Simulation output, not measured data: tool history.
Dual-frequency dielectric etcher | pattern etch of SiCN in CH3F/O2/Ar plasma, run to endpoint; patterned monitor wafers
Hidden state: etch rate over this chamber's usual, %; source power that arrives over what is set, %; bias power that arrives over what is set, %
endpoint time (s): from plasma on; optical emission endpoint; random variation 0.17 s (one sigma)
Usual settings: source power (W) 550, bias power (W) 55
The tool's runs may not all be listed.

| run | hour | source power (W) | bias power (W) | wafers since the last listed run | hours since the last wet clean | hours since the last source power generator calibration | hours since the last bias power generator calibration | hours since the last upper electrode change | incoming incoming film thickness, nm | endpoint time (s) |
|---|---|---|---|---|---|---|---|---|---|---|
| 1 | 0.0 | 590 | 55 | 0 | 182.1 | 4572.0 | 2129.3 | 4225.5 | 10.64 | 25.1 |
| 2 | 43.5 | 590 | 55 | 364 | 225.6 | 4615.5 | 2172.8 | 4269.0 | 10.86 | 25.6 |
| 3 | 108.5 | 550 | 64 | 544 | 290.6 | 4680.5 | 2237.8 | 4334.0 | 10.72 | 24.9 |
| 4 | 167.3 | 550 | 64 | 492 | 349.4 | 4739.3 | 2296.6 | 4392.8 | 10.75 | 24.9 |
| 5 | 191.8 | 440 | 60 | 205 | 373.9 | 4763.8 | 2321.1 | 4417.3 | 10.79 | 27.9 |
| 6 | 250.1 | 590 | 64 | 488 | 432.2 | 4822.1 | 2379.4 | 4475.6 | 10.76 | 23.8 |
| 7 | 275.1 | 550 | 55 | 209 | 457.2 | 4847.1 | 2404.4 | 4500.6 | 10.84 | 25.7 |
|  | 299.3 | wet clean of the chamber |
| 8 | 332.1 | 550 | 55 | 276 | 32.8 | 4904.1 | 2461.4 | 4557.6 | 10.87 | 27.2 |
| 9 | 382.1 | 550 | 55 | 418 | 82.8 | 4954.1 | 2511.4 | 4607.6 | 10.82 | 26.9 |
|  | 500.7 | source power generator calibrated |
| 10 | 554.8 | 550 | 55 | 1412 | 255.5 | 54.1 | 2684.1 | 4780.3 | 10.73 | 26.1 |
|  | 591.0 | upper electrode replaced |
| 11 | 602.8 | 550 | 55 | 200 | 303.5 | 102.1 | 2732.1 | 11.8 | 10.77 | 25.8 |
| 12 | 642.0 | 550 | 55 | 328 | 342.7 | 141.3 | 2771.3 | 51.0 | 10.85 | 26.2 |
| 13 | 678.5 | 610 | 55 | 305 | 379.2 | 177.8 | 2807.8 | 87.5 | 10.73 | 24.3 |
| 14 | 734.3 | 420 | 59 | 467 | 435.0 | 233.6 | 2863.6 | 143.3 | 10.77 | 28.0 |
| 15 | 800.7 | 680 | 42 | 556 | 501.4 | 300.0 | 2930.0 | 209.7 | 10.80 | 25.2 |
| 16 | 825.9 | 420 | 59 | 211 | 526.6 | 325.2 | 2955.2 | 234.9 | 10.77 | 27.9 |
| 17 | 874.7 | 640 | 45 | 408 | 575.4 | 374.0 | 3004.0 | 283.7 | 10.83 | 24.9 |
| 18 | 908.6 | 680 | 42 | 283 | 609.3 | 407.9 | 3037.9 | 317.6 | 10.84 | 25.0 |
|  | 937.4 | wet clean of the chamber |
| 19 | 937.9 | 550 | 67 | 44 | 0.5 | 437.2 | 3067.2 | 346.9 | 10.79 | 25.5 |
| 20 | 973.9 | 450 | 55 | 301 | 36.5 | 473.2 | 3103.2 | 382.9 | 10.78 | 28.7 |
|  | 1006.0 | bias power generator calibrated |
| 21 | 1027.0 | 460 | 51 | 411 | 89.6 | 526.3 | 21.0 | 436.0 | 10.71 | 28.7 |
| 22 | 1067.6 | 550 | 55 | 340 | 130.2 | 566.9 | 61.6 | 476.6 | 10.93 | 26.6 |
| 23 | 1099.2 | 670 | 46 | 264 | 161.8 | 598.5 | 93.2 | 508.2 | 10.73 | 25.4 |
| 24 | 1222.6 | 420 | 55 | 1033 | 285.2 | 721.9 | 216.6 | 631.6 | 10.77 | 28.9 |
| 25 | 1270.0 | 550 | 55 | 396 | 332.6 | 769.3 | 264.0 | 679.0 | 10.82 | 25.9 |
| 26 | 1319.2 | 450 | 67 | 412 | 381.8 | 818.5 | 313.2 | 728.2 | 10.86 | 26.7 |

Forecast each of these 4 alternatives for the next run:
| A | 1319.6 | 550 | 55 | 3 | 382.2 | 818.9 | 313.6 | 728.6 | 10.77 | ? |
| B | 1319.6 | 490 | 64 | 3 | 382.2 | 818.9 | 313.6 | 728.6 | 10.77 | ? |
| C | 1319.6 | 470 | 43 | 3 | 382.2 | 818.9 | 313.6 | 728.6 | 10.77 | ? |
| D | 1319.6 | 630 | 55 | 3 | 382.2 | 818.9 | 313.6 | 728.6 | 10.77 | ? |

| run | endpoint time (s) |
|---|---|
| A | 25.5 |
| B | 25.6 |
| C | 28.9 |
| D | 24.1 |
Without the tool's hidden state the same runs would have given:
| run | endpoint time (s) |
|---|---|
| A | 26.4 |
| B | 26.6 |
| C | 30.0 |
| D | 25.0 |
